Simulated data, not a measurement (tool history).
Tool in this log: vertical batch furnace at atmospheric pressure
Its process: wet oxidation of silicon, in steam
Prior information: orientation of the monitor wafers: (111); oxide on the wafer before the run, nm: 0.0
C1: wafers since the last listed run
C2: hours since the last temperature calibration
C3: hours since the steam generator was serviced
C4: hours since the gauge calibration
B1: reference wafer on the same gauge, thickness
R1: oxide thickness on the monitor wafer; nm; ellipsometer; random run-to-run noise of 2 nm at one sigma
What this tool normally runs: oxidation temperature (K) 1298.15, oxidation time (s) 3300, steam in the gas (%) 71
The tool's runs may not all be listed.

run 1 hour=0.0 | oxidation_temperature_(K)=1298.15 oxidation_time_(s)=3300 steam_in_the_gas_(%)=71 | C1=0 C2=1020.5 C3=47.8 C4=1715.3 | B1=384.98 | R1=414.18
run 2 hour=47.4 | oxidation_temperature_(K)=1298.15 oxidation_time_(s)=3300 steam_in_the_gas_(%)=71 | C1=698 C2=1067.9 C3=95.2 C4=1762.7 | B1=385.47 | R1=413.47
run 3 hour=136.3 | oxidation_temperature_(K)=1298.15 oxidation_time_(s)=3300 steam_in_the_gas_(%)=71 | C1=1310 C2=1156.8 C3=184.1 C4=1851.6 | B1=385.24 | R1=407.64
run 4 hour=228.8 | oxidation_temperature_(K)=1298.15 oxidation_time_(s)=3300 steam_in_the_gas_(%)=71 | C1=1363 C2=1249.3 C3=276.6 C4=1944.1 | B1=385.00 | R1=408.58
run 5 hour=309.4 | oxidation_temperature_(K)=1298.15 oxidation_time_(s)=3300 steam_in_the_gas_(%)=71 | C1=1188 C2=1329.9 C3=357.2 C4=2024.7 | B1=385.32 | R1=407.85
run 6 hour=389.5 | oxidation_temperature_(K)=1298.15 oxidation_time_(s)=4080 steam_in_the_gas_(%)=71 | C1=1181 C2=1410.0 C3=437.3 C4=2104.8 | B1=385.09 | R1=462.41
run 7 hour=489.5 | oxidation_temperature_(K)=1289.15 oxidation_time_(s)=4290 steam_in_the_gas_(%)=71 | C1=1474 C2=1510.0 C3=537.3 C4=2204.8 | B1=384.83 | R1=448.71
run 8 hour=595.4 | oxidation_temperature_(K)=1289.15 oxidation_time_(s)=4290 steam_in_the_gas_(%)=71 | C1=1561 C2=1615.9 C3=643.2 C4=2310.7 | B1=385.01 | R1=448.97
run 9 hour=668.2 | oxidation_temperature_(K)=1289.15 oxidation_time_(s)=4290 steam_in_the_gas_(%)=71 | C1=1073 C2=1688.7 C3=716.0 C4=2383.5 | B1=385.24 | R1=451.91
-- hour=809.0 gauge calibrated
run 10 hour=896.0 | oxidation_temperature_(K)=1298.15 oxidation_time_(s)=3300 steam_in_the_gas_(%)=71 | C1=3358 C2=1916.5 C3=943.8 C4=87.0 | B1=384.70 | R1=399.80
run 11 hour=943.3 | oxidation_temperature_(K)=1298.15 oxidation_time_(s)=3300 steam_in_the_gas_(%)=71 | C1=697 C2=1963.8 C3=991.1 C4=134.3 | B1=385.16 | R1=397.84
run 12 hour=1044.4 | oxidation_temperature_(K)=1298.15 oxidation_time_(s)=3300 steam_in_the_gas_(%)=71 | C1=1490 C2=2064.9 C3=1092.2 C4=235.4 | B1=384.88 | R1=396.51
run 13 hour=1125.2 | oxidation_temperature_(K)=1289.15 oxidation_time_(s)=3300 steam_in_the_gas_(%)=64 | C1=1191 C2=2145.7 C3=1173.0 C4=316.2 | B1=384.65 | R1=352.28
run 14 hour=1167.6 | oxidation_temperature_(K)=1298.15 oxidation_time_(s)=3300 steam_in_the_gas_(%)=71 | C1=625 C2=2188.1 C3=1215.4 C4=358.6 | B1=384.83 | R1=393.52
run 15 hour=1253.9 | oxidation_temperature_(K)=1298.15 oxidation_time_(s)=3300 steam_in_the_gas_(%)=71 | C1=1272 C2=2274.4 C3=1301.7 C4=444.9 | B1=384.97 | R1=400.13
run 16 hour=1332.2 | oxidation_temperature_(K)=1298.15 oxidation_time_(s)=3300 steam_in_the_gas_(%)=71 | C1=1154 C2=2352.7 C3=1380.0 C4=523.2 | B1=385.08 | R1=392.67
-- hour=1387.4 steam generator serviced
run 17 hour=1387.9 | oxidation_temperature_(K)=1323.15 oxidation_time_(s)=4140 steam_in_the_gas_(%)=71 | C1=467 C2=2408.4 C3=0.5 C4=578.9 | B1=385.12 | R1=526.33
run 18 hour=1452.3 | oxidation_temperature_(K)=1276.15 oxidation_time_(s)=2130 steam_in_the_gas_(%)=78 | C1=949 C2=2472.8 C3=64.9 C4=643.3 | B1=385.53 | R1=289.12
run 19 hour=1493.8 | oxidation_temperature_(K)=1298.15 oxidation_time_(s)=2670 steam_in_the_gas_(%)=71 | C1=611 C2=2514.3 C3=106.4 C4=684.8 | B1=384.94 | R1=360.01
run 20 hour=1535.8 | oxidation_temperature_(K)=1298.15 oxidation_time_(s)=3300 steam_in_the_gas_(%)=71 | C1=619 C2=2556.3 C3=148.4 C4=726.8 | B1=384.84 | R1=402.06
run 21 hour=1641.1 | oxidation_temperature_(K)=1298.15 oxidation_time_(s)=3300 steam_in_the_gas_(%)=75 | C1=1552 C2=2661.6 C3=253.7 C4=832.1 | B1=384.80 | R1=416.49
run 22 hour=1722.5 | oxidation_temperature_(K)=1288.15 oxidation_time_(s)=4110 steam_in_the_gas_(%)=81 | C1=1200 C2=2743.0 C3=335.1 C4=913.5 | B1=384.65 | R1=475.69
run 23 hour=1771.5 | oxidation_temperature_(K)=1298.15 oxidation_time_(s)=1980 steam_in_the_gas_(%)=71 | C1=722 C2=2792.0 C3=384.1 C4=962.5 | B1=385.26 | R1=293.07
run 24 hour=1862.7 | oxidation_temperature_(K)=1298.15 oxidation_time_(s)=3300 steam_in_the_gas_(%)=71 | C1=1344 C2=2883.2 C3=475.3 C4=1053.7 | B1=385.03 | R1=400.97
run 25 hour=1940.1 | oxidation_temperature_(K)=1298.15 oxidation_time_(s)=2070 steam_in_the_gas_(%)=71 | C1=1141 C2=2960.6 C3=552.7 C4=1131.1 | B1=385.21 | R1=299.53
run 26 hour=2018.9 | oxidation_temperature_(K)=1298.15 oxidation_time_(s)=2640 steam_in_the_gas_(%)=71 | C1=1161 C2=3039.4 C3=631.5 C4=1209.9 | B1=385.06 | R1=352.06
run 27 hour=2063.9 | oxidation_temperature_(K)=1281.15 oxidation_time_(s)=4590 steam_in_the_gas_(%)=64 | C1=663 C2=3084.4 C3=676.5 C4=1254.9 | B1=384.50 | R1=422.15
-- hour=2088.8 thermocouples replaced and temperature profile calibrated
run 28 hour=2119.7 | oxidation_temperature_(K)=1289.15 oxidation_time_(s)=4290 steam_in_the_gas_(%)=71 | C1=468 C2=30.9 C3=732.3 C4=1310.7 | B1=385.03 | R1=448.14
run 29 hour=2178.8 | oxidation_temperature_(K)=1298.15 oxidation_time_(s)=3300 steam_in_the_gas_(%)=71 | C1=871 C2=90.0 C3=791.4 C4=1369.8 | B1=385.35 | R1=397.32
run 30 hour=2284.6 | oxidation_temperature_(K)=1298.15 oxidation_time_(s)=3300 steam_in_the_gas_(%)=71 | C1=1559 C2=195.8 C3=897.2 C4=1475.6 | B1=385.69 | R1=393.43
run 31 hour=2387.3 | oxidation_temperature_(K)=1298.15 oxidation_time_(s)=3300 steam_in_the_gas_(%)=71 | C1=1514 C2=298.5 C3=999.9 C4=1578.3 | B1=384.82 | R1=392.35
run 32 hour=2484.2 | oxidation_temperature_(K)=1298.15 oxidation_time_(s)=3300 steam_in_the_gas_(%)=71 | C1=1428 C2=395.4 C3=1096.8 C4=1675.2 | B1=384.45 | R1=392.36
run 33 hour=2591.1 | oxidation_temperature_(K)=1309.15 oxidation_time_(s)=3870 steam_in_the_gas_(%)=81 | C1=1576 C2=502.3 C3=1203.7 C4=1782.1 | B1=384.65 | R1=494.48
run 34 hour=2662.6 | oxidation_temperature_(K)=1306.15 oxidation_time_(s)=2250 steam_in_the_gas_(%)=61 | C1=1054 C2=573.8 C3=1275.2 C4=1853.6 | B1=384.90 | R1=296.41
run 35 hour=2714.5 | oxidation_temperature_(K)=1298.15 oxidation_time_(s)=2880 steam_in_the_gas_(%)=71 | C1=765 C2=625.7 C3=1327.1 C4=1905.5 | B1=385.23 | R1=361.39
-- hour=2810.9 steam generator serviced
run 36 hour=2811.4 | oxidation_temperature_(K)=1298.15 oxidation_time_(s)=4140 steam_in_the_gas_(%)=81 | C1=1074 C2=722.6 C3=0.5 C4=2002.4 | B1=385.38 | R1=507.89
run 37 hour=2900.3 | oxidation_temperature_(K)=1311.15 oxidation_time_(s)=3300 steam_in_the_gas_(%)=71 | C1=1310 C2=811.5 C3=89.4 C4=2091.3 | B1=384.99 | R1=438.34

Forecast each of these 5 alternatives for the next run:
run A hour=2905.1 | oxidation_temperature_(K)=1298.15 oxidation_time_(s)=3300 steam_in_the_gas_(%)=71 | C1=70 C2=816.3 C3=94.2 C4=2096.1 | B1=? | R1=?
run B hour=2905.1 | oxidation_temperature_(K)=1305.15 oxidation_time_(s)=2550 steam_in_the_gas_(%)=80 | C1=70 C2=816.3 C3=94.2 C4=2096.1 | B1=? | R1=?
run C hour=2905.1 | oxidation_temperature_(K)=1298.15 oxidation_time_(s)=1770 steam_in_the_gas_(%)=62 | C1=70 C2=816.3 C3=94.2 C4=2096.1 | B1=? | R1=?
run D hour=2905.1 | oxidation_temperature_(K)=1280.15 oxidation_time_(s)=2610 steam_in_the_gas_(%)=62 | C1=70 C2=816.3 C3=94.2 C4=2096.1 | B1=? | R1=?
run E hour=2905.1 | oxidation_temperature_(K)=1316.15 oxidation_time_(s)=4290 steam_in_the_gas_(%)=61 | C1=70 C2=816.3 C3=94.2 C4=2096.1 | B1=? | R1=?

run=A B1=385.39 R1=412.57
run=B B1=385.39 R1=393.50
run=C B1=385.39 R1=256.86
run=D B1=385.39 R1=294.89
run=E B1=385.39 R1=480.72
With no hidden state in the tool, these same runs would have given:
run=A R1=414.98
run=B R1=395.79
run=C R1=258.47
run=D R1=296.75
run=E R1=483.42

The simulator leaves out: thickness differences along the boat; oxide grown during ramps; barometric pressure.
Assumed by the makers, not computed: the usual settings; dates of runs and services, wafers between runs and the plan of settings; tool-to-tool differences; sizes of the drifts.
